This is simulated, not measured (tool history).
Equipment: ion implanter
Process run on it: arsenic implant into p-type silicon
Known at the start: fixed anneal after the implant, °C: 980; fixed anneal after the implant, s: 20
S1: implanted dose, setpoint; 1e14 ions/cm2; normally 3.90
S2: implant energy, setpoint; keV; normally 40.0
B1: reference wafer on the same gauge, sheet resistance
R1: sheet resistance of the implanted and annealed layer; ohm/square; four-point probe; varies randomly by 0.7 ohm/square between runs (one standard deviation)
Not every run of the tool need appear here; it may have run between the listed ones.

run 1 day=0.000 | S1=3.90 S2=40.0 | B1=194.54 | R1=210.48
run 2 day=0.750 | S1=4.71 S2=40.0 | B1=194.64 | R1=182.20
run 3 day=1.442 | S1=3.90 S2=40.0 | B1=194.71 | R1=208.85
run 4 day=2.338 | S1=3.90 S2=40.0 | B1=194.49 | R1=207.43
run 5 day=3.092 | S1=3.90 S2=40.0 | B1=194.47 | R1=210.10
run 6 day=3.688 | S1=3.90 S2=40.0 | B1=194.25 | R1=210.49
run 7 day=4.262 | S1=3.90 S2=40.0 | B1=194.15 | R1=208.47
run 8 day=5.429 | S1=4.33 S2=35.0 | B1=193.91 | R1=197.28
run 9 day=6.700 | S1=4.33 S2=35.0 | B1=193.63 | R1=196.96
run 10 day=7.471 | S1=4.33 S2=35.0 | B1=193.34 | R1=195.88
run 11 day=8.925 | S1=3.90 S2=40.0 | B1=193.10 | R1=207.04
run 12 day=9.642 | S1=4.49 S2=36.5 | B1=193.15 | R1=189.08
run 13 day=10.329 | S1=5.02 S2=28.0 | B1=193.21 | R1=180.92
run 14 day=11.125 | S1=4.60 S2=47.0 | B1=192.85 | R1=179.18
-- day=11.496 Faraday cup replaced and dose calibrated
run 15 day=12.112 | S1=3.24 S2=28.0 | B1=192.38 | R1=250.22
-- day=12.162 gauge calibrated
-- day=12.667 extraction supply calibrated
run 16 day=12.708 | S1=3.90 S2=40.0 | B1=195.98 | R1=211.22
run 17 day=13.725 | S1=3.15 S2=40.0 | B1=195.45 | R1=246.67
run 18 day=14.700 | S1=4.81 S2=45.5 | B1=195.52 | R1=176.45
run 19 day=15.304 | S1=3.90 S2=27.0 | B1=195.20 | R1=222.88
run 20 day=16.079 | S1=3.90 S2=40.0 | B1=195.10 | R1=210.50

Branching from run 20: 5 alternative next runs. What would each branch give?
run A day=16.096 | S1=3.90 S2=40.0 | B1=? | R1=?
run B day=16.096 | S1=4.92 S2=36.0 | B1=? | R1=?
run C day=16.096 | S1=3.17 S2=33.5 | B1=? | R1=?
run D day=16.096 | S1=2.77 S2=43.5 | B1=? | R1=?
run E day=16.096 | S1=4.50 S2=32.5 | B1=? | R1=?

run=A B1=194.79 R1=209.87
run=B B1=194.79 R1=179.07
run=C B1=194.79 R1=251.27
run=D B1=194.79 R1=266.83
run=E B1=194.79 R1=194.42
Without the tool's hidden state the same runs would have given:
run=A R1=210.85
run=B R1=179.91
run=C R1=252.45
run=D R1=268.08
run=E R1=195.33
